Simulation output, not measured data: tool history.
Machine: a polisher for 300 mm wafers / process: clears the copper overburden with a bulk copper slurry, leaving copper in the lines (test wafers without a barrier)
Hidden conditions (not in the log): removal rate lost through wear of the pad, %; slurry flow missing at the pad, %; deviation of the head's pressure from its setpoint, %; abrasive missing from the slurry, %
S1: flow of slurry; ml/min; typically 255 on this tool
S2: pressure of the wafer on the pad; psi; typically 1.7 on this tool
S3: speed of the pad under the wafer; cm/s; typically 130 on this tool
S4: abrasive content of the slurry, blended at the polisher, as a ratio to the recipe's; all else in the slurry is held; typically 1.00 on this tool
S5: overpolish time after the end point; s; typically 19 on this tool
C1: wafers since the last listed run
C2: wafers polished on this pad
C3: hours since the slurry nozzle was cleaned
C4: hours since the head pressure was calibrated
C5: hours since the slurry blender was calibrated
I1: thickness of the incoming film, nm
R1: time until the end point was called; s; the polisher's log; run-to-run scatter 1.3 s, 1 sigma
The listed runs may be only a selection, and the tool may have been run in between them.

| run | hour | S1 | S2 | S3 | S4 | S5 | C1 | C2 | C3 | C4 | C5 | I1 | R1 |
|---|---|---|---|---|---|---|---|---|---|---|---|---|---|
| 1 | 0.0 | 325 | 1.7 | 130 | 1.00 | 19 | 0 | 0 | 344.1 | 397.4 | 276.0 | 916.1 | 158.5 |
| 2 | 16.1 | 255 | 1.7 | 130 | 0.85 | 19 | 146 | 147 | 360.2 | 413.5 | 292.1 | 903.9 | 167.8 |
| 3 | 25.4 | 255 | 1.7 | 104 | 1.00 | 19 | 84 | 232 | 369.5 | 422.8 | 301.4 | 913.4 | 206.9 |
| 4 | 32.8 | 255 | 1.7 | 104 | 1.00 | 19 | 67 | 299 | 376.9 | 430.2 | 308.8 | 912.1 | 203.5 |
| 5 | 40.4 | 255 | 1.7 | 104 | 1.00 | 19 | 69 | 368 | 384.5 | 437.8 | 316.4 | 904.0 | 201.4 |
| 6 | 52.8 | 255 | 1.7 | 130 | 1.00 | 19 | 112 | 481 | 396.9 | 450.2 | 328.8 | 912.7 | 164.3 |
| 7 | 66.7 | 255 | 1.7 | 130 | 1.00 | 19 | 126 | 608 | 410.8 | 464.1 | 342.7 | 921.4 | 170.4 |
|  | 106.6 | worn pad replaced by a new one |
| 8 | 107.1 | 255 | 1.7 | 154 | 0.95 | 19 | 331 | 4 | 451.2 | 504.5 | 383.1 | 910.1 | 144.8 |
| 9 | 112.1 | 255 | 1.7 | 154 | 0.95 | 19 | 45 | 50 | 456.2 | 509.5 | 388.1 | 915.3 | 144.5 |
| 10 | 118.4 | 255 | 1.7 | 130 | 1.00 | 19 | 57 | 107 | 462.5 | 515.8 | 394.4 | 913.5 | 169.1 |
| 11 | 134.5 | 230 | 2.3 | 130 | 1.00 | 19 | 146 | 254 | 478.6 | 531.9 | 410.5 | 924.1 | 137.0 |
|  | 147.8 | slurry blender recalibrated |
| 12 | 149.3 | 255 | 1.7 | 130 | 1.00 | 19 | 116 | 371 | 493.4 | 546.7 | 1.5 | 904.8 | 149.5 |
|  | 155.9 | slurry nozzle cleaned |
| 13 | 161.2 | 325 | 1.5 | 130 | 1.00 | 27 | 99 | 470 | 5.3 | 558.6 | 13.4 | 920.7 | 166.0 |
|  | 172.6 | head pressure recalibrated |
| 14 | 173.9 | 255 | 1.9 | 130 | 1.00 | 19 | 97 | 567 | 18.0 | 1.3 | 26.1 | 934.8 | 143.9 |
| 15 | 180.4 | 255 | 1.5 | 130 | 1.25 | 24 | 59 | 627 | 24.5 | 7.8 | 32.6 | 911.8 | 160.4 |
| 16 | 192.3 | 255 | 2.0 | 130 | 1.00 | 19 | 108 | 735 | 36.4 | 19.7 | 44.5 | 932.0 | 137.6 |
| 17 | 200.9 | 255 | 1.5 | 130 | 1.25 | 24 | 78 | 813 | 45.0 | 28.3 | 53.1 | 926.0 | 163.6 |
|  | 216.7 | worn pad replaced by a new one |
| 18 | 217.2 | 255 | 1.7 | 130 | 1.00 | 19 | 112 | 4 | 61.3 | 44.6 | 69.4 | 919.3 | 155.5 |
| 19 | 229.3 | 255 | 1.7 | 130 | 1.30 | 29 | 110 | 114 | 73.4 | 56.7 | 81.5 | 928.5 | 145.4 |
| 20 | 245.2 | 255 | 1.1 | 146 | 0.80 | 9 | 144 | 259 | 89.3 | 72.6 | 97.4 | 925.8 | 211.1 |
| 21 | 261.1 | 295 | 2.1 | 90 | 1.00 | 19 | 144 | 404 | 105.2 | 88.5 | 113.3 | 912.4 | 188.1 |

Each row is a separate what-if for the run after 21, all from the same tool condition, not one after another. Results?
| A | 261.6 | 255 | 1.7 | 130 | 1.00 | 19 | 4 | 408 | 105.7 | 89.0 | 113.8 | 919.5 | ? |
| B | 261.6 | 255 | 1.7 | 110 | 1.00 | 11 | 4 | 408 | 105.7 | 89.0 | 113.8 | 919.5 | ? |
| C | 261.6 | 255 | 1.7 | 164 | 1.00 | 25 | 4 | 408 | 105.7 | 89.0 | 113.8 | 919.5 | ? |
| D | 261.6 | 255 | 1.7 | 150 | 0.85 | 27 | 4 | 408 | 105.7 | 89.0 | 113.8 | 919.5 | ? |

| run | R1 |
|---|---|
| A | 160.0 |
| B | 189.1 |
| C | 126.9 |
| D | 144.7 |
Stripped of hidden state, with their random variation kept, the same runs would have yielded:
| run | R1 |
|---|---|
| A | 153.9 |
| B | 181.9 |
| C | 122.0 |
| D | 139.2 |

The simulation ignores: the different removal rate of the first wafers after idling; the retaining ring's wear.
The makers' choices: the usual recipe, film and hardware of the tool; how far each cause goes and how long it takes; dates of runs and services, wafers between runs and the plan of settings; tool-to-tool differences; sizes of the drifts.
